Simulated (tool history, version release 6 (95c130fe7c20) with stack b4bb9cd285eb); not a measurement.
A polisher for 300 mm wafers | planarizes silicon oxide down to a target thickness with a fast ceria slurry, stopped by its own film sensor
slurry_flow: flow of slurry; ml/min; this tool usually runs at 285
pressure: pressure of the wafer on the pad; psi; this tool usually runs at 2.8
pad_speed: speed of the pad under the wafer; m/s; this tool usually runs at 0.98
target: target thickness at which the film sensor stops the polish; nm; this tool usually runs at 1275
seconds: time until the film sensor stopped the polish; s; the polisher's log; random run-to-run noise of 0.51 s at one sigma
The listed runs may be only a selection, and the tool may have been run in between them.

run	hour	slurry_flow	pressure	pad_speed	target	incoming thickness of the incoming film, nm	seconds
1	0.0	285	3.5	1.10	1275	2238.3	45.5
2	77.2	285	2.8	0.98	1145	2283.8	67.4
3	143.9	285	2.8	0.98	1145	2286.5	68.5
4	228.4	285	2.8	0.98	1275	2279.7	59.2
5	268.1	285	2.8	0.98	1275	2313.3	61.0
6	328.8	285	3.2	0.98	1275	2307.7	53.7
7	419.2	285	3.2	0.98	1275	2256.0	50.9
8	517.3	285	2.8	0.98	1275	2297.5	61.8
9	616.6	285	2.8	1.26	1085	2275.0	62.7
10	701.8	285	2.8	1.26	1085	2281.7	64.4
11	761.4	285	2.8	1.26	1085	2241.1	57.7
12	864.2	285	2.8	0.98	1497	2254.0	45.2
13	975.9	285	2.8	1.16	1275	2280.9	53.5
14	1072.2	285	2.8	0.98	1275	2236.1	57.7
15	1298.6	285	2.8	0.98	1275	2271.0	61.8
16	1366.1	285	2.2	0.98	1275	2284.8	82.5
17	1410.7	285	2.8	0.98	1275	2299.0	60.6
18	1470.8	285	2.8	0.98	1145	2330.2	69.4
19	1619.9	335	3.4	1.30	1275	2248.0	38.6
20	1697.0	285	2.8	1.20	1275	2252.4	51.4
21	1750.3	210	2.8	0.68	1432	2278.3	64.8
22	1850.7	250	2.8	0.98	1136	2283.7	70.6
23	1889.0	285	2.8	0.98	1275	2238.2	57.6
24	1984.6	230	2.8	0.98	1625	2263.9	38.7
25	2068.8	285	2.8	0.98	1275	2312.5	61.0
26	2149.3	285	2.8	1.12	1275	2248.5	52.5
27	2250.0	285	2.8	0.98	1275	2251.7	57.6
28	2307.6	350	2.8	1.12	1275	2303.4	55.6
29	2398.7	285	2.8	0.98	936	2275.7	79.6
30	2499.2	190	2.8	0.98	1275	2305.6	69.2
31	2606.0	285	2.4	1.20	1275	2256.6	64.8
32	2657.3	285	2.4	0.98	1275	2260.4	76.1
33	2723.5	325	2.8	0.98	1148	2296.9	76.5
34	2762.7	285	2.8	1.26	1085	2287.5	61.1
35	2826.1	285	2.8	0.98	997	2275.8	74.9
36	2883.3	330	1.8	0.72	1275	2296.4	108.3
37	2945.4	285	2.8	0.98	1377	2273.8	53.5

Not shown: 15 entries that the log had between the listed runs. Between which runs, and how does the tool's hidden state differ before and after?
From run 1 to run 2: head pressure recalibrated (hour 2.5); slurry nozzle cleaned (hour 76.7)
  slurry flow missing at the pad, %: 33.4 -> 0.842
  difference, measured minus the result without the unlogged condition, seconds: +1.9 -> +0.0 s
From run 3 to run 4: worn pad replaced by a new one, of another model than before (hour 224.1)
  slurry flow missing at the pad, %: 1.23 -> 2.82
  difference, measured minus the result without the unlogged condition, seconds: +0.0 -> +0.2 s
From run 10 to run 11: slurry nozzle cleaned (hour 705.6); head pressure recalibrated (hour 760.4)
  slurry flow missing at the pad, %: 34.5 -> 1.09
  difference, measured minus the result without the unlogged condition, seconds: +4.4 -> +0.1 s
From run 12 to run 13: worn pad replaced by a new one (hour 871.3)
  slurry flow missing at the pad, %: 2.99 -> 7.12
  difference, measured minus the result without the unlogged condition, seconds: +0.2 -> +0.5 s
From run 16 to run 17: head pressure recalibrated (hour 1377.4); slurry nozzle cleaned (hour 1394.5)
  slurry flow missing at the pad, %: 38.4 -> 1.63
  difference, measured minus the result without the unlogged condition, seconds: +6.8 -> +0.2 s
From run 19 to run 20: worn pad replaced by a new one (hour 1653.5)
  slurry flow missing at the pad, %: 5.98 -> 9.49
  difference, measured minus the result without the unlogged condition, seconds: +0.2 -> +0.7 s
From run 23 to run 24: slurry nozzle cleaned (hour 1981.7)
  slurry flow missing at the pad, %: 22.7 -> 2.65
  difference, measured minus the result without the unlogged condition, seconds: +2.1 -> +0.1 s
From run 25 to run 26: head pressure recalibrated (hour 2098.3)
  slurry flow missing at the pad, %: 3.3 -> 5.07
  difference, measured minus the result without the unlogged condition, seconds: +0.3 -> +0.4 s
From run 27 to run 28: worn pad replaced by a new one (hour 2255.0)
  slurry flow missing at the pad, %: 8.85 -> 11.8
  difference, measured minus the result without the unlogged condition, seconds: +0.6 -> +0.7 s
From run 32 to run 33: head pressure recalibrated (hour 2706.7)
  slurry flow missing at the pad, %: 42 -> 50.1
  difference, measured minus the result without the unlogged condition, seconds: +7.5 -> +9.6 s
From run 33 to run 34: slurry nozzle cleaned (hour 2753.3)
  slurry flow missing at the pad, %: 50.1 -> 6.14
  difference, measured minus the result without the unlogged condition, seconds: +9.6 -> +0.5 s
From run 36 to run 37: worn pad replaced by a new one (hour 2917.6)
  slurry flow missing at the pad, %: 7.58 -> 9.31
  difference, measured minus the result without the unlogged condition, seconds: +0.9 -> +0.7 s
